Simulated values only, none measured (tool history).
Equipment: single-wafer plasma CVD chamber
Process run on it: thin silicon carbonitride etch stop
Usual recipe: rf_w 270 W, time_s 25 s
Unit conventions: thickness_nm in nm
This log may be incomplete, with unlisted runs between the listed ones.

run   hour  rf_w  time_s  read-back reference wafer on the same gauge, thickness_nm  thickness_nm
  1      0   270      25                                                       12.9         15.45
  2   12.7   270      25                                                     12.901        15.415
  3   27.5   270      25                                                     12.901        15.441
  4   43.3   270      25                                                     12.898        15.395
  5   61.1   270      25                                                     12.903        15.369
      73.6  -- thermocouple changed; heater temperature recalibrated
  6   74.1   270    21.9                                                     12.902        13.479
  7   87.8   270      25                                                     12.898        15.447
      94.2  -- gauge calibrated
  8  100.9   270    26.8                                                     12.895        16.552
  9  110.2   270    26.8                                                     12.893        16.545
 10  120.5   270      25                                                     12.899        15.412
     140.4  -- showerhead replaced
 11  140.9   250    20.1                                                     12.902        12.145
 12  145.5   255    27.1                                                     12.902        16.457
 13  157.6   225    23.6                                                     12.903        13.843
     175.5  -- RF generator calibrated
 14    176   250    20.1                                                     12.898        12.101
 15  176.3   310    28.4                                                     12.898        18.264
 16  183.3   270      25                                                       12.9         15.35
 17  196.2   310    21.5                                                     12.903        13.761
 18  206.4   310    28.4                                                     12.895        18.299
 19  218.4   270    22.3                                                     12.898        13.795
 20  224.9   315    23.1                                                     12.897        14.975

5 options for the next run, each taken on its own from the tool as it stands now. Forecast them:
  A  225.3   270      25                                                          ?             ?
  B  225.3   300    29.7                                                          ?             ?
  C  225.3   295    27.8                                                          ?             ?
  D  225.3   310    22.5                                                          ?             ?
  E  225.3   245    22.7                                                          ?             ?

run  read-back reference wafer on the same gauge, thickness_nm  thickness_nm
  A                                                     12.894        15.447
  B                                                     12.894        18.947
  C                                                     12.894        17.645
  D                                                     12.894        14.497
  E                                                     12.894        13.619
What these runs would have given with no unlogged condition in the tool:
run  thickness_nm
  A        15.447
  B        18.947
  C        17.645
  D        14.497
  E        13.619

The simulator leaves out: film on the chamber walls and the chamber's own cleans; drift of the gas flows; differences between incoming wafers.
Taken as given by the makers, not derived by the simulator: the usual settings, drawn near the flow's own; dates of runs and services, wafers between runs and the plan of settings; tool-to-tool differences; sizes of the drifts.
